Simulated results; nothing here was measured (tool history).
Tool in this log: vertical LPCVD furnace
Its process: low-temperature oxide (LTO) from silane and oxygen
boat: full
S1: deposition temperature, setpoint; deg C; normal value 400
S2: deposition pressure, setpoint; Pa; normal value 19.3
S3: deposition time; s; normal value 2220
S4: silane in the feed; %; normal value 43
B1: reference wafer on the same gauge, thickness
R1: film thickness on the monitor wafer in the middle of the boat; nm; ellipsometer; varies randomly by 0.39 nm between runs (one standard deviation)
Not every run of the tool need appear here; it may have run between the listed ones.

| run | day | S1 | S2 | S3 | S4 | B1 | R1 |
|---|---|---|---|---|---|---|---|
| 1 | 0.000 | 400 | 19.3 | 2220 | 43 | 251.85 | 214.17 |
| 2 | 0.417 | 400 | 19.3 | 2220 | 43 | 252.05 | 215.15 |
| 3 | 1.033 | 400 | 19.3 | 2220 | 43 | 251.89 | 214.03 |
| 4 | 2.562 | 400 | 19.3 | 2220 | 43 | 252.05 | 214.16 |
|  | 3.888 | pressure gauge zeroed |
|  | 4.000 | thermocouples replaced and temperature profile calibrated |
| 5 | 4.021 | 400 | 19.3 | 2220 | 43 | 252.04 | 220.47 |
| 6 | 4.212 | 400 | 22.7 | 2220 | 50 | 251.91 | 299.65 |
| 7 | 4.400 | 400 | 22.7 | 2220 | 50 | 251.91 | 299.63 |
| 8 | 4.592 | 400 | 19.3 | 2220 | 43 | 252.04 | 219.70 |
| 9 | 5.308 | 400 | 19.3 | 2220 | 43 | 252.00 | 220.54 |
| 10 | 5.888 | 400 | 19.3 | 2220 | 43 | 251.98 | 220.50 |
| 11 | 6.479 | 400 | 19.3 | 2220 | 43 | 252.08 | 221.27 |
| 12 | 7.171 | 400 | 19.3 | 2220 | 36 | 252.06 | 178.49 |
| 13 | 7.521 | 393 | 19.3 | 2220 | 48 | 252.05 | 228.14 |
| 14 | 7.929 | 400 | 19.3 | 2220 | 43 | 252.00 | 220.60 |
| 15 | 8.342 | 400 | 14.7 | 2220 | 43 | 251.93 | 166.80 |
| 16 | 9.108 | 410 | 16.7 | 2220 | 40 | 251.93 | 195.20 |
| 17 | 9.388 | 400 | 21.3 | 2220 | 43 | 252.07 | 243.47 |
| 18 | 9.679 | 400 | 19.3 | 2460 | 43 | 251.98 | 244.68 |
| 19 | 10.229 | 408 | 19.3 | 2220 | 43 | 251.88 | 239.61 |
| 20 | 10.946 | 400 | 24.0 | 1830 | 46 | 251.86 | 242.18 |
|  | 12.062 | silane flow controller replaced |
| 21 | 12.083 | 400 | 19.3 | 2220 | 43 | 252.14 | 219.71 |
|  | 12.175 | gauge calibrated |
| 22 | 12.275 | 400 | 16.7 | 2220 | 43 | 251.92 | 190.36 |
| 23 | 12.817 | 400 | 19.3 | 2640 | 48 | 252.06 | 292.65 |
| 24 | 13.138 | 400 | 23.3 | 2220 | 43 | 251.97 | 266.79 |
| 25 | 13.550 | 400 | 19.3 | 1620 | 39 | 251.98 | 143.65 |
| 26 | 13.825 | 400 | 19.3 | 2220 | 43 | 252.08 | 220.71 |
| 27 | 14.525 | 409 | 19.3 | 2220 | 43 | 251.94 | 242.06 |
| 28 | 15.071 | 400 | 19.3 | 1620 | 43 | 251.96 | 161.13 |
| 29 | 15.654 | 392 | 17.3 | 1410 | 43 | 251.85 | 114.69 |
| 30 | 17.746 | 394 | 17.3 | 1440 | 50 | 252.13 | 139.10 |

What if the next run were any one of these 5? Each begins from the tool's condition after run 30:
| A | 17.942 | 400 | 19.3 | 2220 | 50 | ? | ? |
| B | 17.942 | 400 | 19.3 | 2910 | 43 | ? | ? |
| C | 17.942 | 411 | 19.3 | 2220 | 43 | ? | ? |
| D | 17.942 | 388 | 19.3 | 2220 | 43 | ? | ? |
| E | 17.942 | 396 | 18.0 | 1950 | 43 | ? | ? |

| run | B1 | R1 |
|---|---|---|
| A | 252.15 | 254.50 |
| B | 252.15 | 288.31 |
| C | 252.15 | 246.99 |
| D | 252.15 | 192.67 |
| E | 252.15 | 172.18 |
Without the tool's unlogged condition, the same runs would have read:
| run | R1 |
|---|---|
| A | 255.45 |
| B | 289.39 |
| C | 247.91 |
| D | 193.39 |
| E | 172.87 |
